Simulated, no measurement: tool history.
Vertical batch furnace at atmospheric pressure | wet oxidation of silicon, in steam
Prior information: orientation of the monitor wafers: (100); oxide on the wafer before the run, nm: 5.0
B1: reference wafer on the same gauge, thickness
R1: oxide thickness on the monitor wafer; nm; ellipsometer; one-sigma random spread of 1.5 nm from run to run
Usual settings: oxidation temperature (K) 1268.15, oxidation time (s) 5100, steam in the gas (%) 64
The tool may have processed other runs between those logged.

{"run": 1, "hour": 0.0, "oxidation temperature (K)": 1268.15, "oxidation time (s)": 5100, "steam in the gas (%)": 71, "B1": 393.26, "R1": 387.87}
{"run": 2, "hour": 34.9, "oxidation temperature (K)": 1268.15, "oxidation time (s)": 5100, "steam in the gas (%)": 71, "B1": 393.19, "R1": 390.15}
{"run": 3, "hour": 47.1, "oxidation temperature (K)": 1268.15, "oxidation time (s)": 5100, "steam in the gas (%)": 71, "B1": 393.15, "R1": 389.64}
{"run": 4, "hour": 68.5, "oxidation temperature (K)": 1268.15, "oxidation time (s)": 3420, "steam in the gas (%)": 64, "B1": 392.82, "R1": 273.3}
{"run": 5, "hour": 80.7, "oxidation temperature (K)": 1254.15, "oxidation time (s)": 5100, "steam in the gas (%)": 64, "B1": 393.2, "R1": 322.54}
{"run": 6, "hour": 99.8, "oxidation temperature (K)": 1254.15, "oxidation time (s)": 5100, "steam in the gas (%)": 64, "B1": 392.84, "R1": 322.54}
{"run": 7, "hour": 176.3, "oxidation temperature (K)": 1256.15, "oxidation time (s)": 5100, "steam in the gas (%)": 64, "B1": 393.08, "R1": 330.14}
{"run": 8, "hour": 208.0, "oxidation temperature (K)": 1268.15, "oxidation time (s)": 5100, "steam in the gas (%)": 64, "B1": 392.83, "R1": 360.92}
{"run": 9, "hour": 228.7, "oxidation temperature (K)": 1268.15, "oxidation time (s)": 5100, "steam in the gas (%)": 64, "B1": 393.12, "R1": 360.76}
{"run": 10, "hour": 261.6, "oxidation temperature (K)": 1268.15, "oxidation time (s)": 5100, "steam in the gas (%)": 64, "B1": 393.29, "R1": 364.28}
{"hour": 285.0, "done": "gauge calibrated"}
{"hour": 298.4, "done": "steam generator serviced"}
{"run": 11, "hour": 298.9, "oxidation temperature (K)": 1268.15, "oxidation time (s)": 3390, "steam in the gas (%)": 61, "B1": 393.19, "R1": 278.28}
{"run": 12, "hour": 304.0, "oxidation temperature (K)": 1268.15, "oxidation time (s)": 5100, "steam in the gas (%)": 64, "B1": 392.91, "R1": 384.82}
{"hour": 334.8, "done": "thermocouples replaced and temperature profile calibrated"}
{"run": 13, "hour": 407.7, "oxidation temperature (K)": 1268.15, "oxidation time (s)": 5100, "steam in the gas (%)": 64, "B1": 393.06, "R1": 377.17}
{"run": 14, "hour": 426.9, "oxidation temperature (K)": 1268.15, "oxidation time (s)": 5100, "steam in the gas (%)": 64, "B1": 393.11, "R1": 374.67}
{"run": 15, "hour": 458.7, "oxidation temperature (K)": 1268.15, "oxidation time (s)": 5100, "steam in the gas (%)": 64, "B1": 392.94, "R1": 375.29}
{"run": 16, "hour": 485.2, "oxidation temperature (K)": 1268.15, "oxidation time (s)": 5100, "steam in the gas (%)": 64, "B1": 393.16, "R1": 373.5}
{"run": 17, "hour": 515.6, "oxidation temperature (K)": 1258.15, "oxidation time (s)": 5100, "steam in the gas (%)": 71, "B1": 393.3, "R1": 374.15}
{"run": 18, "hour": 535.6, "oxidation temperature (K)": 1246.15, "oxidation time (s)": 3210, "steam in the gas (%)": 52, "B1": 392.78, "R1": 188.04}
{"run": 19, "hour": 565.7, "oxidation temperature (K)": 1268.15, "oxidation time (s)": 2790, "steam in the gas (%)": 74, "B1": 393.29, "R1": 270.47}
{"run": 20, "hour": 585.2, "oxidation temperature (K)": 1251.15, "oxidation time (s)": 5100, "steam in the gas (%)": 64, "B1": 392.92, "R1": 327.18}
{"run": 21, "hour": 662.6, "oxidation temperature (K)": 1285.15, "oxidation time (s)": 5100, "steam in the gas (%)": 74, "B1": 392.72, "R1": 464.88}
{"run": 22, "hour": 683.2, "oxidation temperature (K)": 1268.15, "oxidation time (s)": 5100, "steam in the gas (%)": 64, "B1": 392.66, "R1": 375.67}
{"run": 23, "hour": 698.3, "oxidation temperature (K)": 1249.15, "oxidation time (s)": 6750, "steam in the gas (%)": 64, "B1": 392.95, "R1": 393.48}
{"run": 24, "hour": 713.0, "oxidation temperature (K)": 1283.15, "oxidation time (s)": 5100, "steam in the gas (%)": 76, "B1": 393.25, "R1": 465.6}
{"run": 25, "hour": 731.4, "oxidation temperature (K)": 1251.15, "oxidation time (s)": 3000, "steam in the gas (%)": 73, "B1": 392.99, "R1": 243.83}
{"run": 26, "hour": 762.5, "oxidation temperature (K)": 1258.15, "oxidation time (s)": 6600, "steam in the gas (%)": 64, "B1": 393.11, "R1": 417.27}
{"run": 27, "hour": 793.2, "oxidation temperature (K)": 1268.15, "oxidation time (s)": 5100, "steam in the gas (%)": 64, "B1": 393.13, "R1": 372.13}
{"run": 28, "hour": 813.7, "oxidation temperature (K)": 1268.15, "oxidation time (s)": 5100, "steam in the gas (%)": 64, "B1": 393.04, "R1": 371.21}
{"run": 29, "hour": 844.2, "oxidation temperature (K)": 1293.15, "oxidation time (s)": 5820, "steam in the gas (%)": 55, "B1": 392.64, "R1": 439.57}
{"run": 30, "hour": 860.0, "oxidation temperature (K)": 1268.15, "oxidation time (s)": 3870, "steam in the gas (%)": 71, "B1": 393.01, "R1": 331.39}
{"run": 31, "hour": 877.9, "oxidation temperature (K)": 1268.15, "oxidation time (s)": 5100, "steam in the gas (%)": 64, "B1": 393.07, "R1": 374.97}
{"run": 32, "hour": 897.5, "oxidation temperature (K)": 1268.15, "oxidation time (s)": 2790, "steam in the gas (%)": 74, "B1": 392.93, "R1": 269.92}
{"run": 33, "hour": 918.1, "oxidation temperature (K)": 1268.15, "oxidation time (s)": 2910, "steam in the gas (%)": 69, "B1": 393.1, "R1": 263.64}
{"run": 34, "hour": 949.3, "oxidation temperature (K)": 1268.15, "oxidation time (s)": 6330, "steam in the gas (%)": 71, "B1": 393.11, "R1": 461.94}
{"run": 35, "hour": 973.2, "oxidation temperature (K)": 1277.15, "oxidation time (s)": 6480, "steam in the gas (%)": 64, "B1": 392.97, "R1": 466.91}
{"run": 36, "hour": 1006.9, "oxidation temperature (K)": 1247.15, "oxidation time (s)": 3960, "steam in the gas (%)": 59, "B1": 393.3, "R1": 244.1}
{"run": 37, "hour": 1036.3, "oxidation temperature (K)": 1281.15, "oxidation time (s)": 5100, "steam in the gas (%)": 58, "B1": 392.9, "R1": 384.06}
{"run": 38, "hour": 1061.7, "oxidation temperature (K)": 1285.15, "oxidation time (s)": 4410, "steam in the gas (%)": 74, "B1": 392.7, "R1": 421.55}
{"run": 39, "hour": 1094.7, "oxidation temperature (K)": 1268.15, "oxidation time (s)": 5100, "steam in the gas (%)": 64, "B1": 392.99, "R1": 375.65}

3 options for the next run, each taken on its own from the tool as it stands now. Forecast them:
{"run": "A", "hour": 1099.9, "oxidation temperature (K)": 1268.15, "oxidation time (s)": 5100, "steam in the gas (%)": 64, "B1": "?", "R1": "?"}
{"run": "B", "hour": 1099.9, "oxidation temperature (K)": 1254.15, "oxidation time (s)": 3600, "steam in the gas (%)": 55, "B1": "?", "R1": "?"}
{"run": "C", "hour": 1099.9, "oxidation temperature (K)": 1291.15, "oxidation time (s)": 4320, "steam in the gas (%)": 58, "B1": "?", "R1": "?"}

run=A B1=392.88 R1=372.44
run=B B1=392.88 R1=230.4
run=C B1=392.88 R1=366.94
Take away the tool's hidden state, keep each run's random variation, and the runs would have read:
run=A R1=375.86
run=B R1=232.56
run=C R1=370.29
